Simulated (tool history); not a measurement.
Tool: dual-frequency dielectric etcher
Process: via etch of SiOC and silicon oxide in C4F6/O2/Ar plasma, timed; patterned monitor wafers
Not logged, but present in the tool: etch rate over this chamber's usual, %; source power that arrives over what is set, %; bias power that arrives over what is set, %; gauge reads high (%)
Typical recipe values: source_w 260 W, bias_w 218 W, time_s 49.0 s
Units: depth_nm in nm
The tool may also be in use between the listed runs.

| run | hour | source_w | bias_w | time_s | wafers since the last listed run | hours since the last wet clean | hours since the last source power generator calibration | hours since the last bias power generator calibration | hours since the last upper electrode change | hours since the gauge calibration | read-back reference wafer on the same gauge, depth_nm | depth_nm |
|---|---|---|---|---|---|---|---|---|---|---|---|---|
| 1 | 0.0 | 260 | 218 | 49.0 | 0 | 18.9 | 3439.4 | 2217.2 | 1589.3 | 577.0 | 40.64 | 49.68 |
| 2 | 299.7 | 260 | 218 | 49.0 | 2878 | 318.6 | 3739.1 | 2516.9 | 1889.0 | 876.7 | 40.48 | 49.17 |
| 3 | 544.1 | 260 | 218 | 49.0 | 2347 | 563.0 | 3983.5 | 2761.3 | 2133.4 | 1121.1 | 40.41 | 49.13 |
| 4 | 631.5 | 260 | 218 | 49.0 | 839 | 650.4 | 4070.9 | 2848.7 | 2220.8 | 1208.5 | 40.36 | 49.07 |
|  | 667.6 | wet clean of the chamber |
| 5 | 673.8 | 260 | 218 | 42.0 | 175 | 6.2 | 4113.2 | 2891.0 | 2263.1 | 1250.8 | 40.37 | 41.96 |
|  | 722.9 | bias power generator calibrated |
| 6 | 723.4 | 260 | 237 | 49.0 | 437 | 55.8 | 4162.8 | 0.5 | 2312.7 | 1300.4 | 40.38 | 51.10 |
|  | 781.1 | gauge calibrated |
| 7 | 823.1 | 260 | 237 | 49.0 | 957 | 155.5 | 4262.5 | 100.2 | 2412.4 | 42.0 | 41.58 | 52.09 |
|  | 854.6 | source power generator calibrated |
| 8 | 889.1 | 260 | 218 | 49.0 | 595 | 221.5 | 34.5 | 166.2 | 2478.4 | 108.0 | 41.33 | 50.44 |
| 9 | 931.4 | 260 | 218 | 49.0 | 406 | 263.8 | 76.8 | 208.5 | 2520.7 | 150.3 | 41.25 | 50.31 |
| 10 | 1029.5 | 260 | 218 | 49.0 | 942 | 361.9 | 174.9 | 306.6 | 2618.8 | 248.4 | 41.03 | 49.98 |
| 11 | 1109.9 | 260 | 218 | 37.0 | 772 | 442.3 | 255.3 | 387.0 | 2699.2 | 328.8 | 40.92 | 37.40 |
| 12 | 1187.0 | 260 | 218 | 49.0 | 740 | 519.4 | 332.4 | 464.1 | 2776.3 | 405.9 | 40.75 | 49.93 |
| 13 | 1240.8 | 230 | 271 | 49.0 | 516 | 573.2 | 386.2 | 517.9 | 2830.1 | 459.7 | 40.71 | 50.43 |
|  | 1290.0 | upper electrode replaced |
| 14 | 1290.5 | 260 | 218 | 49.0 | 246 | 622.9 | 435.9 | 567.6 | 0.5 | 509.4 | 40.64 | 49.70 |
|  | 1314.9 | wet clean of the chamber |
| 15 | 1378.2 | 260 | 254 | 37.5 | 611 | 63.3 | 523.6 | 655.3 | 88.2 | 597.1 | 40.58 | 40.33 |
| 16 | 1455.6 | 240 | 218 | 36.5 | 743 | 140.7 | 601.0 | 732.7 | 165.6 | 674.5 | 40.54 | 35.15 |
| 17 | 1556.4 | 230 | 218 | 56.5 | 968 | 241.5 | 701.8 | 833.5 | 266.4 | 775.3 | 40.49 | 52.87 |
| 18 | 1667.9 | 220 | 218 | 49.0 | 1070 | 353.0 | 813.3 | 945.0 | 377.9 | 886.8 | 40.43 | 44.91 |
| 19 | 1742.7 | 260 | 218 | 61.0 | 718 | 427.8 | 888.1 | 1019.8 | 452.7 | 961.6 | 40.38 | 61.38 |
| 20 | 1800.8 | 260 | 218 | 59.0 | 557 | 485.9 | 946.2 | 1077.9 | 510.8 | 1019.7 | 40.40 | 59.75 |
| 21 | 1856.5 | 300 | 218 | 49.0 | 534 | 541.6 | 1001.9 | 1133.6 | 566.5 | 1075.4 | 40.38 | 53.07 |

Predict each of these 4 candidate next runs independently; none follows another, all start after run 21:
| A | 1856.9 | 260 | 218 | 49.0 | 3 | 542.0 | 1002.3 | 1134.0 | 566.9 | 1075.8 | ? | ? |
| B | 1856.9 | 310 | 258 | 59.0 | 3 | 542.0 | 1002.3 | 1134.0 | 566.9 | 1075.8 | ? | ? |
| C | 1856.9 | 260 | 218 | 55.0 | 3 | 542.0 | 1002.3 | 1134.0 | 566.9 | 1075.8 | ? | ? |
| D | 1856.9 | 230 | 218 | 49.0 | 3 | 542.0 | 1002.3 | 1134.0 | 566.9 | 1075.8 | ? | ? |

| run | read-back reference wafer on the same gauge, depth_nm | depth_nm |
|---|---|---|
| A | 40.37 | 49.47 |
| B | 40.37 | 69.71 |
| C | 40.37 | 55.53 |
| D | 40.37 | 46.06 |
Without the tool's hidden state the same runs would have given:
| run | depth_nm |
|---|---|
| A | 50.98 |
| B | 71.83 |
| C | 57.22 |
| D | 47.46 |

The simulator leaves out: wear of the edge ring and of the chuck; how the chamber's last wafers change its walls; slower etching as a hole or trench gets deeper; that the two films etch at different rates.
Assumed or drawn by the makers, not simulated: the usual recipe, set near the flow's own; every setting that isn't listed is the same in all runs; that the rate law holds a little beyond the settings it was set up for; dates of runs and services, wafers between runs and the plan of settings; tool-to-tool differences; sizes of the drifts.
